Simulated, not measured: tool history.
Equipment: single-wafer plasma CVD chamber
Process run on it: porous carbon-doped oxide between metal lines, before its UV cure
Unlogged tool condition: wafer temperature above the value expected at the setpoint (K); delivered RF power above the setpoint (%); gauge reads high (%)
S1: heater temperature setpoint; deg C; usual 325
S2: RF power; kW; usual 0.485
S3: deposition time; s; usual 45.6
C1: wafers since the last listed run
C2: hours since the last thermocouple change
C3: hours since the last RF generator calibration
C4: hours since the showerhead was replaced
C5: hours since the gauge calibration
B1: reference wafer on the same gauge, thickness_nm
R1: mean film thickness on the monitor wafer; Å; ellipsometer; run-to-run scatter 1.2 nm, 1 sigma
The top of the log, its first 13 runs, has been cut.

{"run": 14, "day": 14.279, "S1": 330, "S2": 0.54, "S3": 54.3, "C1": 339, "C2": 2227.9, "C3": 1257.8, "C4": 4227.4, "C5": 563.3, "B1": 270.487, "R1": 2886.38}
{"run": 15, "day": 15.421, "S1": 331, "S2": 0.57, "S3": 37.0, "C1": 532, "C2": 2255.3, "C3": 1285.2, "C4": 4254.8, "C5": 590.7, "B1": 270.108, "R1": 2081.59}
{"day": 15.938, "done": "RF generator calibrated"}
{"run": 16, "day": 16.888, "S1": 317, "S2": 0.485, "S3": 45.6, "C1": 528, "C2": 2290.5, "C3": 22.8, "C4": 4290.0, "C5": 625.9, "B1": 270.04, "R1": 2343.34}
{"run": 17, "day": 17.429, "S1": 325, "S2": 0.485, "S3": 45.6, "C1": 252, "C2": 2303.5, "C3": 35.8, "C4": 4303.0, "C5": 638.9, "B1": 270.415, "R1": 2258.43}
{"run": 18, "day": 18.371, "S1": 321, "S2": 0.485, "S3": 49.8, "C1": 438, "C2": 2326.1, "C3": 58.4, "C4": 4325.6, "C5": 661.5, "B1": 269.759, "R1": 2516.71}
{"run": 19, "day": 19.604, "S1": 325, "S2": 0.485, "S3": 50.5, "C1": 574, "C2": 2355.7, "C3": 88.0, "C4": 4355.2, "C5": 691.1, "B1": 269.527, "R1": 2506.02}
{"day": 20.704, "done": "thermocouple changed; heater temperature recalibrated"}
{"run": 20, "day": 20.725, "S1": 325, "S2": 0.485, "S3": 45.6, "C1": 367, "C2": 0.5, "C3": 114.9, "C4": 4382.1, "C5": 718.0, "B1": 270.35, "R1": 2248.95}
{"run": 21, "day": 21.85, "S1": 315, "S2": 0.485, "S3": 40.6, "C1": 524, "C2": 27.5, "C3": 141.9, "C4": 4409.1, "C5": 745.0, "B1": 269.742, "R1": 2111.48}
{"run": 22, "day": 22.621, "S1": 325, "S2": 0.485, "S3": 40.8, "C1": 359, "C2": 46.0, "C3": 160.4, "C4": 4427.6, "C5": 763.5, "B1": 270.379, "R1": 2019.72}
{"run": 23, "day": 23.383, "S1": 325, "S2": 0.485, "S3": 45.6, "C1": 355, "C2": 64.3, "C3": 178.7, "C4": 4445.9, "C5": 781.8, "B1": 269.875, "R1": 2248.58}
{"day": 23.796, "done": "showerhead replaced"}
{"run": 24, "day": 24.154, "S1": 311, "S2": 0.545, "S3": 48.3, "C1": 203, "C2": 82.8, "C3": 197.2, "C4": 8.6, "C5": 800.3, "B1": 270.306, "R1": 2846.51}
{"day": 24.371, "done": "gauge calibrated"}
{"run": 25, "day": 25.412, "S1": 325, "S2": 0.415, "S3": 38.4, "C1": 586, "C2": 113.0, "C3": 227.4, "C4": 38.8, "C5": 25.0, "B1": 269.26, "R1": 1605.08}
{"run": 26, "day": 25.938, "S1": 314, "S2": 0.51, "S3": 51.8, "C1": 244, "C2": 125.6, "C3": 240.0, "C4": 51.4, "C5": 37.6, "B1": 269.476, "R1": 2800.8}
{"run": 27, "day": 27.429, "S1": 318, "S2": 0.485, "S3": 52.8, "C1": 695, "C2": 161.4, "C3": 275.8, "C4": 87.2, "C5": 73.4, "B1": 269.609, "R1": 2685.01}
{"run": 28, "day": 28.225, "S1": 325, "S2": 0.485, "S3": 38.3, "C1": 370, "C2": 180.5, "C3": 294.9, "C4": 106.3, "C5": 92.5, "B1": 269.26, "R1": 1902.72}
{"run": 29, "day": 29.721, "S1": 325, "S2": 0.485, "S3": 45.6, "C1": 697, "C2": 216.4, "C3": 330.8, "C4": 142.2, "C5": 128.4, "B1": 269.579, "R1": 2258.82}
{"run": 30, "day": 30.229, "S1": 311, "S2": 0.545, "S3": 48.3, "C1": 236, "C2": 228.6, "C3": 343.0, "C4": 154.4, "C5": 140.6, "B1": 270.022, "R1": 2844.2}
{"run": 31, "day": 31.092, "S1": 325, "S2": 0.515, "S3": 37.3, "C1": 402, "C2": 249.3, "C3": 363.7, "C4": 175.1, "C5": 161.3, "B1": 269.358, "R1": 1962.85}
{"run": 32, "day": 32.367, "S1": 321, "S2": 0.555, "S3": 38.4, "C1": 594, "C2": 279.9, "C3": 394.3, "C4": 205.7, "C5": 191.9, "B1": 270.013, "R1": 2223.33}
{"run": 33, "day": 33.133, "S1": 325, "S2": 0.485, "S3": 45.6, "C1": 357, "C2": 298.3, "C3": 412.7, "C4": 224.1, "C5": 210.3, "B1": 270.013, "R1": 2231.03}

5 ways to go on from here, each from the tool as it stands after run 33. What would each give?
{"run": "A", "day": 33.15, "S1": 325, "S2": 0.485, "S3": 45.6, "C1": 7, "C2": 298.7, "C3": 413.1, "C4": 224.5, "C5": 210.7, "B1": "?", "R1": "?"}
{"run": "B", "day": 33.15, "S1": 325, "S2": 0.485, "S3": 50.0, "C1": 7, "C2": 298.7, "C3": 413.1, "C4": 224.5, "C5": 210.7, "B1": "?", "R1": "?"}
{"run": "C", "day": 33.15, "S1": 334, "S2": 0.525, "S3": 53.5, "C1": 7, "C2": 298.7, "C3": 413.1, "C4": 224.5, "C5": 210.7, "B1": "?", "R1": "?"}
{"run": "D", "day": 33.15, "S1": 337, "S2": 0.57, "S3": 45.6, "C1": 7, "C2": 298.7, "C3": 413.1, "C4": 224.5, "C5": 210.7, "B1": "?", "R1": "?"}
{"run": "E", "day": 33.15, "S1": 325, "S2": 0.485, "S3": 38.6, "C1": 7, "C2": 298.7, "C3": 413.1, "C4": 224.5, "C5": 210.7, "B1": "?", "R1": "?"}

run=A B1=270.453 R1=2231.03
run=B B1=270.453 R1=2441.48
run=C B1=270.453 R1=2707.67
run=D B1=270.453 R1=2462.77
run=E B1=270.453 R1=1896.08
What these runs would have given with no unlogged condition in the tool:
run=A R1=2231.03
run=B R1=2441.48
run=C R1=2707.67
run=D R1=2462.77
run=E R1=1896.08
